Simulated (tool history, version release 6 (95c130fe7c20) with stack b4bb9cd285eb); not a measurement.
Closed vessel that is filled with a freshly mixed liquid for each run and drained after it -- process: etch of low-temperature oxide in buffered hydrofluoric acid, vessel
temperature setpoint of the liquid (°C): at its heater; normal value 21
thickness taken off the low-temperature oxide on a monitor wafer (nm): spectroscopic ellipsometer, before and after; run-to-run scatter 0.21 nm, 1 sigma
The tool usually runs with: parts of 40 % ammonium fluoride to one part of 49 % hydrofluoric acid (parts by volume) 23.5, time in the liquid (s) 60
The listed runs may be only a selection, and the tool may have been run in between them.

| run | hour | temperature setpoint of the liquid (°C) | parts of 40 % ammonium fluoride to one part of 49 % hydrofluoric acid (parts by volume) | time in the liquid (s) | read-back film thickness of the low-temperature oxide reference wafer, read on the same gauge (nm) | thickness taken off the low-temperature oxide on a monitor wafer (nm) |
|---|---|---|---|---|---|---|
| 1 | 0 | 21 | 23.5 | 60 | 50.01 | 50.26 |
| 2 | 35.6 | 21 | 23.5 | 60 | 50 | 50.03 |
| 3 | 102.1 | 21 | 23.5 | 60 | 50.01 | 50.09 |
| 4 | 135.4 | 21 | 23.5 | 60 | 50.02 | 50.18 |
| 5 | 169.4 | 21 | 23.5 | 60 | 49.97 | 49.7 |
| 6 | 222.6 | 21 | 23.5 | 60 | 50 | 50.2 |
| 7 | 252.8 | 21 | 23.5 | 60 | 50.01 | 49.74 |
|  | 410.6 | hydrofluoric acid flow meter replaced |
| 8 | 435 | 21 | 23.5 | 60 | 50.02 | 50.13 |
|  | 476.3 | thermometer replaced |
| 9 | 485 | 21 | 23.5 | 60 | 49.99 | 50.3 |
| 10 | 544.5 | 23 | 17.5 | 85 | 50 | 101.09 |
| 11 | 597 | 21 | 23.5 | 60 | 50.02 | 50.09 |
| 12 | 621.4 | 24 | 23.5 | 60 | 50 | 59.08 |
| 13 | 692.3 | 17.5 | 30 | 45 | 50.01 | 25.85 |
|  | 720.3 | gauge calibrated |
| 14 | 733 | 21 | 23.5 | 85 | 50 | 70.55 |

Predict the results of run 15:
| 15 | 785.8 | 21 | 30 | 75 | ? | ? |

read-back film thickness of the low-temperature oxide reference wafer, read on the same gauge (nm): 50.02
thickness taken off the low-temperature oxide on a monitor wafer (nm): 52.62
Without the tool's hidden state the same run would have given thickness taken off the low-temperature oxide on a monitor wafer (nm) 52.62.
